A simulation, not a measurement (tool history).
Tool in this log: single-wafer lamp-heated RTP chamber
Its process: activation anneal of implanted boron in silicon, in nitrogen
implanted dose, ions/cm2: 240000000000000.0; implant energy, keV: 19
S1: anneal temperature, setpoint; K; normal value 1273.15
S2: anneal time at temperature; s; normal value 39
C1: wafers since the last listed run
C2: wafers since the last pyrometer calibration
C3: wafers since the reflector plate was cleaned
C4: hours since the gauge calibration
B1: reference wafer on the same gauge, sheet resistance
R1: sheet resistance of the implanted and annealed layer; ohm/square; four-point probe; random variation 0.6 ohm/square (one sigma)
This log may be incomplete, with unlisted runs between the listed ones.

| run | hour | S1 | S2 | C1 | C2 | C3 | C4 | B1 | R1 |
|---|---|---|---|---|---|---|---|---|---|
| 1 | 0.0 | 1273.15 | 39 | 0 | 4819 | 2186 | 909.7 | 480.05 | 399.32 |
| 2 | 25.5 | 1273.15 | 39 | 276 | 5095 | 2462 | 935.2 | 480.01 | 398.36 |
| 3 | 54.6 | 1273.15 | 39 | 315 | 5411 | 2777 | 964.3 | 480.06 | 398.76 |
|  | 68.8 | pyrometer window cleaned and pyrometer calibrated |
| 4 | 85.2 | 1273.15 | 39 | 244 | 178 | 3022 | 994.9 | 479.99 | 400.60 |
| 5 | 113.3 | 1273.15 | 49 | 304 | 482 | 3326 | 1023.0 | 480.20 | 398.85 |
| 6 | 133.4 | 1273.15 | 49 | 217 | 700 | 3544 | 1043.1 | 479.95 | 399.97 |
| 7 | 147.1 | 1273.15 | 49 | 148 | 848 | 3693 | 1056.8 | 480.05 | 398.97 |
| 8 | 179.3 | 1273.15 | 39 | 348 | 1197 | 4041 | 1089.0 | 480.17 | 399.57 |
| 9 | 200.3 | 1273.15 | 39 | 227 | 1425 | 4269 | 1110.0 | 480.02 | 398.92 |
| 10 | 229.6 | 1256.15 | 50 | 317 | 1742 | 4586 | 1139.3 | 480.15 | 402.25 |
|  | 242.0 | gauge calibrated |
| 11 | 255.0 | 1256.15 | 50 | 275 | 2017 | 4862 | 13.0 | 479.96 | 402.31 |
| 12 | 336.9 | 1256.15 | 50 | 887 | 2904 | 5749 | 94.9 | 479.87 | 402.18 |
| 13 | 351.1 | 1273.15 | 58 | 153 | 3058 | 5903 | 109.1 | 479.90 | 397.97 |
| 14 | 371.2 | 1273.15 | 39 | 217 | 3276 | 6120 | 129.2 | 479.90 | 398.10 |
| 15 | 400.9 | 1273.15 | 39 | 321 | 3598 | 6442 | 158.9 | 480.02 | 398.38 |
| 16 | 431.1 | 1302.15 | 54 | 327 | 3925 | 6769 | 189.1 | 480.13 | 395.15 |
| 17 | 460.0 | 1301.15 | 39 | 313 | 4238 | 7082 | 218.0 | 479.95 | 396.83 |
| 18 | 493.0 | 1273.15 | 49 | 357 | 4595 | 7440 | 251.0 | 480.14 | 397.63 |
|  | 511.3 | pyrometer window cleaned and pyrometer calibrated |
| 19 | 511.8 | 1273.15 | 48 | 116 | 4 | 7557 | 269.8 | 479.97 | 399.62 |
| 20 | 541.9 | 1288.15 | 19 | 326 | 331 | 7883 | 299.9 | 479.90 | 399.87 |
| 21 | 566.7 | 1285.15 | 22 | 268 | 599 | 8152 | 324.7 | 479.84 | 399.14 |
| 22 | 594.4 | 1273.15 | 19 | 300 | 899 | 8452 | 352.4 | 480.04 | 402.08 |
| 23 | 620.5 | 1287.15 | 29 | 282 | 1182 | 8734 | 378.5 | 479.96 | 398.72 |
| 24 | 653.3 | 1273.15 | 39 | 355 | 1537 | 9090 | 411.3 | 479.91 | 398.92 |
|  | 672.3 | reflector plate cleaned |
| 25 | 683.8 | 1289.15 | 24 | 243 | 1781 | 124 | 441.8 | 479.93 | 398.85 |
| 26 | 711.7 | 1273.15 | 47 | 302 | 2083 | 426 | 469.7 | 480.04 | 399.66 |
| 27 | 733.7 | 1245.15 | 31 | 238 | 2322 | 665 | 491.7 | 480.08 | 409.73 |
| 28 | 763.0 | 1263.15 | 53 | 317 | 2639 | 982 | 521.0 | 480.20 | 398.82 |
| 29 | 793.0 | 1273.15 | 39 | 324 | 2964 | 1307 | 551.0 | 479.85 | 397.94 |
| 30 | 820.7 | 1285.15 | 18 | 300 | 3264 | 1607 | 578.7 | 479.90 | 398.53 |
| 31 | 851.4 | 1273.15 | 39 | 332 | 3597 | 1940 | 609.4 | 480.10 | 399.80 |
| 32 | 884.5 | 1273.15 | 39 | 358 | 3955 | 2298 | 642.5 | 479.84 | 398.15 |
| 33 | 898.3 | 1273.15 | 39 | 149 | 4105 | 2448 | 656.3 | 479.94 | 397.73 |
| 34 | 921.7 | 1281.15 | 56 | 253 | 4358 | 2701 | 679.7 | 480.08 | 396.20 |
| 35 | 954.8 | 1291.15 | 19 | 358 | 4717 | 3060 | 712.8 | 480.07 | 399.45 |
| 36 | 983.1 | 1273.15 | 49 | 306 | 5024 | 3367 | 741.1 | 479.82 | 397.92 |

How would selected steps in R1 from run to run divide? Give the signed amount a tool lacking its hidden state would still show from settings, what came in and random variation, and the signed amount left for the hidden state, including any gauge scatter that is not in both of the compared results.
Hidden state present: true wafer temperature minus pyrometer reading, K; wafer temperature error from the tarnished reflector plate, K; gauge reads high (%).
Run 12 -> 13: S1 1256.15 -> 1273.15, S2 50 -> 58. R1 -4.21 ohm/square: hidden state +3.05, all else -7.26.
Run 26 -> 27: S1 1273.15 -> 1245.15, S2 47 -> 31. R1 +10.07 ohm/square: hidden state -8.42, all else +18.49.
Run 27 -> 28: S1 1245.15 -> 1263.15, S2 31 -> 53. R1 -10.91 ohm/square: hidden state +6.86, all else -17.77.
